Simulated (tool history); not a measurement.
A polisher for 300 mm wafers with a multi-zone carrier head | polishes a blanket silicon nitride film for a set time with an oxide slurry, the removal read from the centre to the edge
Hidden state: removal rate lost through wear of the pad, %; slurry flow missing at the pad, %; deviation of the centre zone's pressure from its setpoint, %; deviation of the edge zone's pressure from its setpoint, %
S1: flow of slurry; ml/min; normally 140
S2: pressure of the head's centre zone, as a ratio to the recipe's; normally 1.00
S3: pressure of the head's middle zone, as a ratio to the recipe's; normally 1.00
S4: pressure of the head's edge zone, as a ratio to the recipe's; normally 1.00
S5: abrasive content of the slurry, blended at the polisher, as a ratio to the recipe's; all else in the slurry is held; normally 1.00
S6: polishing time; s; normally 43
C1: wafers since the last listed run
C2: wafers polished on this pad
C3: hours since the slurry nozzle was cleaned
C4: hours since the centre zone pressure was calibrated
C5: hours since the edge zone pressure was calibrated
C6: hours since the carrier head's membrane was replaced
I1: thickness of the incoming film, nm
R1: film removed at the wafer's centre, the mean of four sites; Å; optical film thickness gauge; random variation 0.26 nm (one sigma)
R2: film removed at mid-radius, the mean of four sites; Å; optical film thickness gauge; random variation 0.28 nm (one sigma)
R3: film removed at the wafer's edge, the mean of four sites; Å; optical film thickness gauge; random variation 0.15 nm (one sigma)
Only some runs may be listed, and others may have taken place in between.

Run 1, day 0.000: usual settings; C1 0; C2 2726; C3 290.6; C4 53.2; C5 60.2; C6 583.0; I1 408.0. Result: R1 206 Å, R2 206 Å, R3 208 Å.
Run 2, day 2.908: usual settings but S1 165 ml/min, S3 1.04, S4 1.09, S5 0.75; C1 779; C2 3505; C3 360.4; C4 123.0; C5 130.0; C6 652.8; I1 407.2. Result: R1 186 Å, R2 199 Å, R3 198 Å.
Run 3, day 5.908: usual settings but S3 1.10, S4 0.93; C1 803; C2 4308; C3 432.4; C4 195.0; C5 202.0; C6 724.8; I1 406.5. Result: R1 196 Å, R2 227 Å, R3 200 Å.
At day 6.683: slurry nozzle cleaned.
At day 7.275: worn pad replaced by a new one.
Run 4, day 7.317: usual settings; C1 321; C2 11; C3 15.2; C4 228.8; C5 235.8; C6 758.6; I1 409.3. Result: R1 198 Å, R2 208 Å, R3 208 Å.
Run 5, day 8.625: usual settings; C1 350; C2 361; C3 46.6; C4 260.2; C5 267.2; C6 790.0; I1 413.8. Result: R1 198 Å, R2 212 Å, R3 209 Å.
Run 6, day 9.908: usual settings; C1 343; C2 705; C3 77.4; C4 291.0; C5 298.0; C6 820.8; I1 408.8. Result: R1 203 Å, R2 205 Å, R3 209 Å.
Run 7, day 12.462: usual settings but S1 110 ml/min, S5 0.90, S6 37 s; C1 684; C2 1389; C3 138.7; C4 352.3; C5 359.3; C6 882.1; I1 408.0. Result: R1 155 Å, R2 165 Å, R3 167 Å.
Run 8, day 14.088: usual settings but S4 1.08; C1 435; C2 1825; C3 177.7; C4 391.3; C5 398.3; C6 921.1; I1 414.3. Result: R1 198 Å, R2 210 Å, R3 216 Å.
Run 9, day 17.000: usual settings but S1 95 ml/min, S3 1.04, S4 1.10; C1 780; C2 2605; C3 247.6; C4 461.2; C5 468.2; C6 991.0; I1 410.1. Result: R1 181 Å, R2 200 Å, R3 210 Å.
At day 18.200: carrier head's membrane replaced by a new one.
Run 10, day 19.188: usual settings but S1 105 ml/min, S3 0.91; C1 530; C2 3135; C3 300.1; C4 513.7; C5 520.7; C6 23.7; I1 414.6. Result: R1 178 Å, R2 182 Å, R3 201 Å.
Run 11, day 20.983: usual settings but S1 95 ml/min, S3 1.07, S4 0.90, S5 0.75; C1 481; C2 3616; C3 343.2; C4 556.8; C5 563.8; C6 66.8; I1 412.1. Result: R1 156 Å, R2 190 Å, R3 171 Å.
Run 12, day 22.962: usual settings but S1 165 ml/min, S2 0.93, S3 0.92; C1 530; C2 4146; C3 390.7; C4 604.3; C5 611.3; C6 114.3; I1 409.3. Result: R1 177 Å, R2 198 Å, R3 212 Å.
At day 23.354: slurry nozzle cleaned.
At day 23.638: edge zone pressure recalibrated.
At day 23.667: centre zone pressure recalibrated.
Run 13, day 25.383: usual settings but S2 1.07, S4 0.88; C1 607; C2 4753; C3 48.7; C4 41.2; C5 41.9; C6 172.4; I1 416.6. Result: R1 222 Å, R2 211 Å, R3 197 Å.
At day 27.450: worn pad replaced by a new one.
Run 14, day 33.254: usual settings; C1 2063; C2 1554; C3 237.6; C4 230.1; C5 230.8; C6 361.3; I1 411.2. Result: R1 202 Å, R2 206 Å, R3 211 Å.
Run 15, day 35.417: usual settings but S1 165 ml/min, S2 0.93, S3 0.92; C1 579; C2 2133; C3 289.5; C4 282.0; C5 282.7; C6 413.2; I1 409.0. Result: R1 194 Å, R2 206 Å, R3 215 Å.
Run 16, day 38.092: usual settings; C1 716; C2 2849; C3 353.7; C4 346.2; C5 346.9; C6 477.4; I1 405.5. Result: R1 200 Å, R2 213 Å, R3 210 Å.
Run 17, day 40.721: usual settings but S1 115 ml/min; C1 704; C2 3554; C3 416.8; C4 409.3; C5 410.0; C6 540.5; I1 416.2. Result: R1 188 Å, R2 197 Å, R3 206 Å.
Run 18, day 42.229: usual settings but S1 95 ml/min, S5 0.90; C1 404; C2 3958; C3 453.0; C4 445.5; C5 446.2; C6 576.7; I1 412.8. Result: R1 175 Å, R2 191 Å, R3 194 Å.

Run 19 is up next; what results do you expect?
At day 42.521: slurry nozzle cleaned.
At day 43.758: worn pad replaced by a new one.
Run 19, day 43.833: usual settings but S4 1.07; C1 373; C2 20; C3 31.5; C4 484.0; C5 484.7; C6 615.2; I1 408.7. Result: R1 ?, R2 ?, R3 ?.

Logged for run 19: R1 191 Å, R2 212 Å, R3 218 Å.
Had the tool carried no hidden state, the very same run would have given R1 204 Å, R2 212 Å, R3 218 Å.
